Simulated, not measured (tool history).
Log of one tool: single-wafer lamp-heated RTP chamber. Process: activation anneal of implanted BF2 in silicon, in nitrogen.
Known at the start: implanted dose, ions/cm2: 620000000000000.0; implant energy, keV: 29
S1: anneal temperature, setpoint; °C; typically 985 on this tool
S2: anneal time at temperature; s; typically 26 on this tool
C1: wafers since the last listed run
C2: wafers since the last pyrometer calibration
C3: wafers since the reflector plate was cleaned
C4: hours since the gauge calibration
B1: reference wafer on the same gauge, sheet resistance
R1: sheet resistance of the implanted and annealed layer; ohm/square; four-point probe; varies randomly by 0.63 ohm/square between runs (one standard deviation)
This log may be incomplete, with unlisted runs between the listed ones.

{"run": 1, "hour": 0.0, "S1": 995, "S2": 26, "C1": 0, "C2": 2510, "C3": 2525, "C4": 36.8, "B1": 244.3, "R1": 215.24}
{"run": 2, "hour": 11.2, "S1": 995, "S2": 26, "C1": 135, "C2": 2646, "C3": 2661, "C4": 48, "B1": 244.07, "R1": 216.11}
{"run": 3, "hour": 20.1, "S1": 985, "S2": 26, "C1": 107, "C2": 2754, "C3": 2769, "C4": 56.9, "B1": 243.59, "R1": 219.16}
{"run": 4, "hour": 26.7, "S1": 962, "S2": 26, "C1": 79, "C2": 2834, "C3": 2849, "C4": 63.5, "B1": 243.97, "R1": 233.97}
{"run": 5, "hour": 63.8, "S1": 962, "S2": 26, "C1": 449, "C2": 3283, "C3": 3298, "C4": 100.6, "B1": 244.22, "R1": 231.93}
{"run": 6, "hour": 73.5, "S1": 971, "S2": 26, "C1": 117, "C2": 3400, "C3": 3415, "C4": 110.3, "B1": 244.43, "R1": 225.17}
{"run": 7, "hour": 88.6, "S1": 971, "S2": 26, "C1": 182, "C2": 3583, "C3": 3598, "C4": 125.4, "B1": 243.88, "R1": 224.61}
{"run": 8, "hour": 98.0, "S1": 985, "S2": 26, "C1": 113, "C2": 3697, "C3": 3712, "C4": 134.8, "B1": 244.06, "R1": 217.6}
{"run": 9, "hour": 106.6, "S1": 985, "S2": 26, "C1": 104, "C2": 3801, "C3": 3816, "C4": 143.4, "B1": 243.64, "R1": 216.63}
{"run": 10, "hour": 122.7, "S1": 985, "S2": 26, "C1": 194, "C2": 3996, "C3": 4011, "C4": 159.5, "B1": 243.5, "R1": 217.19}
{"hour": 127.0, "done": "gauge calibrated"}
{"run": 11, "hour": 138.9, "S1": 985, "S2": 26, "C1": 196, "C2": 4193, "C3": 4207, "C4": 11.9, "B1": 243.49, "R1": 216.7}
{"run": 12, "hour": 154.7, "S1": 985, "S2": 26, "C1": 191, "C2": 4384, "C3": 4399, "C4": 27.7, "B1": 244.05, "R1": 215.59}
{"run": 13, "hour": 163.9, "S1": 985, "S2": 26, "C1": 111, "C2": 4495, "C3": 4510, "C4": 36.9, "B1": 243.77, "R1": 216.79}

Expected results for the next run?
{"run": 14, "hour": 180.7, "S1": 1000, "S2": 32, "C1": 203, "C2": 4699, "C3": 4714, "C4": 53.7, "B1": "?", "R1": "?"}

Run 14 measured B1 244, R1 209.37 ohm/square.
Minus the tool's unlogged condition, the same run would have read R1 214.91 ohm/square.
